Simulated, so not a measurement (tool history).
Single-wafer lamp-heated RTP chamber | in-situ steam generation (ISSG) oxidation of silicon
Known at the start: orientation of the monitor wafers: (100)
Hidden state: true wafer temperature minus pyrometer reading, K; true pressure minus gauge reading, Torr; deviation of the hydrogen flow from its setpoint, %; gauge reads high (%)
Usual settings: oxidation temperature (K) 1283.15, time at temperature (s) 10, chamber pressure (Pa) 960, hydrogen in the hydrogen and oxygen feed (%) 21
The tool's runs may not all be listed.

run,hour,oxidation temperature (K),time at temperature (s),chamber pressure (Pa),hydrogen in the hydrogen and oxygen feed (%),wafers since the last listed run,wafers since the last pyrometer calibration,hours since the pressure gauge was zeroed,hours since the hydrogen flow controller was replaced,hours since the gauge calibration,"read-back reference wafer on the same gauge, thickness",oxide thickness on the monitor wafer (nm)
1,0.0,1283.15,10,960,21,0,4002,3358.2,2563.7,22.8,3.710,3.715
2,9.7,1283.15,10,960,21,77,4079,3367.9,2573.4,32.5,3.709,3.722
3,21.6,1283.15,10,960,21,94,4174,3379.8,2585.3,44.4,3.711,3.729
# hour 67.2: pressure gauge zeroed
# hour 72.8: hydrogen flow controller replaced
4,73.3,1283.15,10,960,21,304,4478,6.1,0.5,96.1,3.709,3.720
5,88.1,1283.15,10,960,21,118,4596,20.9,15.3,110.9,3.711,3.726
# hour 91.2: gauge calibrated
6,97.6,1283.15,9,960,14,75,4672,30.4,24.8,6.4,3.709,3.208
7,115.0,1283.15,9,960,14,138,4811,47.8,42.2,23.8,3.710,3.205
8,125.8,1283.15,10,960,21,86,4897,58.6,53.0,34.6,3.711,3.742
9,139.5,1283.15,10,1093,21,109,5006,72.3,66.7,48.3,3.709,3.756
10,146.6,1283.15,13,920,30,56,5063,79.4,73.8,55.4,3.711,4.646
# hour 155.4: pyrometer window cleaned and pyrometer calibrated
11,159.1,1283.15,10,1107,21,35,29,91.9,86.3,67.9,3.711,3.614
12,167.9,1289.15,7,920,18,70,99,100.7,95.1,76.7,3.709,3.025
13,174.6,1283.15,10,960,21,53,152,107.4,101.8,83.4,3.708,3.628
14,187.1,1265.15,10,1120,21,99,252,119.9,114.3,95.9,3.709,3.407
15,203.8,1283.15,10,960,21,133,385,136.6,131.0,112.6,3.710,3.630
16,214.7,1283.15,10,960,21,86,472,147.5,141.9,123.5,3.710,3.611
# hour 219.4: gauge calibrated
17,222.7,1283.15,8,1067,21,63,536,155.5,149.9,3.3,3.710,3.306

The same runs without the tool's hidden state, with the same run-to-run variation:
run,oxide thickness on the monitor wafer (nm)
1,3.614
2,3.619
3,3.623
4,3.606
5,3.609
6,3.109
7,3.104
8,3.617
9,3.628
10,4.472
11,3.613
12,3.022
13,3.624
14,3.402
15,3.620
16,3.600
17,3.296

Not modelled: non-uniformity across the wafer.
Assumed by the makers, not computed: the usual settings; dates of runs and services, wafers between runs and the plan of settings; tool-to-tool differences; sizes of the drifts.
